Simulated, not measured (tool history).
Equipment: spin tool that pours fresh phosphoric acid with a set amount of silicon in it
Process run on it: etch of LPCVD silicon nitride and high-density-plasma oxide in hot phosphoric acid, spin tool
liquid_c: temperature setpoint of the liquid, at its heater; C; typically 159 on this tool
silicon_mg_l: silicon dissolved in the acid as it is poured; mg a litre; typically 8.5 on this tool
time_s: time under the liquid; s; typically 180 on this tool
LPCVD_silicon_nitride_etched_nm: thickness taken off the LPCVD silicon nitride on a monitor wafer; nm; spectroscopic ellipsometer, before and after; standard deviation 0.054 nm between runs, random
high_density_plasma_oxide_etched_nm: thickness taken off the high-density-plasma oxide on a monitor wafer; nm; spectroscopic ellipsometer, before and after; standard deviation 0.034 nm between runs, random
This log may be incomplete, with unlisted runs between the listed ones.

run	hour	liquid_c	silicon_mg_l	time_s	read-back film thickness of the LPCVD silicon nitride reference wafer, read on the same gauge (nm)	read-back film thickness of the high-density-plasma oxide reference wafer, read on the same gauge (nm)	LPCVD_silicon_nitride_etched_nm	high_density_plasma_oxide_etched_nm
1	0	159	8.5	180	69.99	109.96	16.08	0.396
# hour 23: heated supply line repaired
2	74.8	159	8.5	180	70.01	109.972	16.65	0.495
3	130.7	159	14	230	70.01	110.002	21.23	0.531
4	197.1	159	14	230	69.97	110.023	21.17	0.488
5	298.8	159	14	230	69.97	110.04	21.12	0.461
6	343	159	8.5	95	70.02	110.021	8.78	0.267
7	415.6	159	8.5	95	70.01	110.01	8.75	0.259
# hour 436: thermometer replaced
8	466.2	159	8.5	95	69.99	110.004	8.49	0.256
9	540.2	156.5	12	180	69.97	109.972	14.66	0.297
10	604.6	160	8.5	180	70.02	109.969	16.53	0.457
11	689.5	159	8.5	180	70	109.997	15.97	0.444
# hour 733.5: heated supply line repaired
12	777.8	157.5	14.5	135	70.01	110.036	11.73	0.268
13	856.6	160.5	14.5	105	69.98	110.01	9.96	0.26
14	936.8	161	8.5	255	70.01	109.987	24.59	0.722
15	1009.3	157	4	115	70	110.007	9.72	0.29
# hour 1077.6: dissolved silicon flow meter replaced
16	1084.1	162	8.5	180	69.97	110.008	18.09	0.555
17	1161.2	157.5	15	180	70.02	109.971	15.47	0.353
# hour 1208.9: gauge calibrated
18	1456.8	159	5.5	280	70	109.97	24.89	0.658

What does the tool deliver on the next run?
# hour 1524.2: heated supply line repaired
19	1535.6	159	8.5	180	?	?	?	?

{"run 19": {"read-back film thickness of the LPCVD silicon nitride reference wafer, read on the same gauge (nm)": 70.02, "read-back film thickness of the high-density-plasma oxide reference wafer, read on the same gauge (nm)": 110.01, "LPCVD_silicon_nitride_etched_nm": 16.75, "high_density_plasma_oxide_etched_nm": 0.469}}
Without the tool's hidden state the same run would have given LPCVD_silicon_nitride_etched_nm 16.38 nm, high_density_plasma_oxide_etched_nm 0.447 nm.

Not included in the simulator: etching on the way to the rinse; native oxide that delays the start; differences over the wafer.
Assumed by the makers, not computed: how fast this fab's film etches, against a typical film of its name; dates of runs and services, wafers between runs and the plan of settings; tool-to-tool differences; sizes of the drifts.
